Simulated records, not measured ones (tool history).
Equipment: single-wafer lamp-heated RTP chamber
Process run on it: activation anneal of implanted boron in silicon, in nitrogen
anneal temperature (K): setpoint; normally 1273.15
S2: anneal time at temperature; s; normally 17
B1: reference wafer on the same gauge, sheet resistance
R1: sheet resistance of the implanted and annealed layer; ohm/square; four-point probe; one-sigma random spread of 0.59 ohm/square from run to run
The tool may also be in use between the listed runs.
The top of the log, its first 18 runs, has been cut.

{"hour": 1032.6, "done": "gauge calibrated"}
{"run": 19, "hour": 1041.1, "anneal temperature (K)": 1273.15, "S2": 17, "B1": 91.04, "R1": 104.87}
{"hour": 1073.8, "done": "pyrometer window cleaned and pyrometer calibrated"}
{"run": 20, "hour": 1074.3, "anneal temperature (K)": 1273.15, "S2": 20, "B1": 91.07, "R1": 102.65}
{"run": 21, "hour": 1115.0, "anneal temperature (K)": 1299.15, "S2": 17, "B1": 90.97, "R1": 92.29}
{"run": 22, "hour": 1164.0, "anneal temperature (K)": 1293.15, "S2": 17, "B1": 90.97, "R1": 94.48}
{"run": 23, "hour": 1228.1, "anneal temperature (K)": 1273.15, "S2": 22, "B1": 90.83, "R1": 100.64}
{"run": 24, "hour": 1265.7, "anneal temperature (K)": 1273.15, "S2": 17, "B1": 90.83, "R1": 103.47}
{"run": 25, "hour": 1326.3, "anneal temperature (K)": 1263.15, "S2": 13, "B1": 91.05, "R1": 110.5}
{"run": 26, "hour": 1380.2, "anneal temperature (K)": 1255.15, "S2": 17, "B1": 90.8, "R1": 113.25}
{"hour": 1426.9, "done": "pyrometer window cleaned and pyrometer calibrated"}
{"hour": 1431.6, "done": "reflector plate cleaned"}
{"run": 27, "hour": 1432.1, "anneal temperature (K)": 1251.15, "S2": 21, "B1": 90.99, "R1": 115.83}

Expected results for the next run?
{"run": 28, "hour": 1478.6, "anneal temperature (K)": 1261.15, "S2": 23, "B1": "?", "R1": "?"}

B1: 91
R1: 108.7 ohm/square
With no hidden state in the tool, this same run would have given R1 108.7 ohm/square.

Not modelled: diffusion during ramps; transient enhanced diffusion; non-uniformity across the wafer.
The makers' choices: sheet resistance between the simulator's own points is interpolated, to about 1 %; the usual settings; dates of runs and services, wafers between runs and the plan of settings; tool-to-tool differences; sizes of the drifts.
